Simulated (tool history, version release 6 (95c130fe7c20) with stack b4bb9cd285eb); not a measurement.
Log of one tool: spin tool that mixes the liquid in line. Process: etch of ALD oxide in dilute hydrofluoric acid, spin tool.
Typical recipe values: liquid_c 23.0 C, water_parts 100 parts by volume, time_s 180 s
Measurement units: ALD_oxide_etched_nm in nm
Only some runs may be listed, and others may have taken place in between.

run	hour	liquid_c	water_parts	time_s	read-back film thickness of the ALD oxide reference wafer, read on the same gauge (nm)	ALD_oxide_etched_nm
1	0.0	23.0	100	180	150.00	16.48
2	35.7	23.0	100	180	150.03	16.35
3	65.8	23.0	100	180	149.99	16.32
4	87.8	23.0	100	180	150.00	16.22
5	118.4	23.0	100	155	150.04	14.12
6	152.2	23.0	100	125	150.02	11.37
7	183.3	23.0	100	180	149.98	16.13
8	201.7	23.0	100	180	150.05	16.01
9	233.4	23.0	100	115	150.00	10.23
10	255.7	22.0	100	145	150.00	12.69
# hour 261.2: thermometer replaced
11	272.0	22.0	100	145	150.00	11.62
12	288.9	22.0	100	145	150.02	11.69
13	308.7	23.0	80	180	149.97	19.54
# hour 313.8: gauge calibrated
14	321.7	23.0	80	180	150.00	19.31
15	340.0	23.0	130	100	149.98	6.23
16	352.3	23.0	130	75	150.03	4.70
17	370.3	23.0	100	180	149.96	15.20
18	402.0	28.0	65	110	150.00	18.24
# hour 406.5: thermometer replaced, repeated, since the last time left the tool worse
19	423.4	23.0	130	100	150.00	7.13
20	457.8	23.0	100	290	149.98	27.37
# hour 462.4: hydrofluoric acid flow meter replaced
21	474.2	23.0	100	180	149.97	16.93
22	528.0	25.5	70	180	150.01	27.70
23	563.1	19.5	130	180	150.01	11.15
24	585.6	23.0	100	180	150.01	16.99
25	613.5	23.0	130	100	149.95	7.04
26	632.1	18.0	60	210	149.98	28.15
27	656.0	23.0	100	150	149.97	14.30
28	684.9	27.5	115	90	150.01	8.61
29	706.9	24.5	85	110	149.99	13.16
30	742.0	20.5	140	180	149.96	10.51

Below are 4 alternative next runs, each starting from the tool's condition after run 30. Predict each:
A	742.5	23.0	100	180	?	?
B	742.5	27.5	130	280	?	?
C	742.5	21.5	120	180	?	?
D	742.5	27.5	100	180	?	?

run	read-back film thickness of the ALD oxide reference wafer, read on the same gauge (nm)	ALD_oxide_etched_nm
A	149.98	17.10
B	149.98	23.50
C	149.98	13.11
D	149.98	20.41
What these runs would have given with no unlogged condition in the tool:
run	ALD_oxide_etched_nm
A	17.44
B	23.94
C	13.38
D	20.81
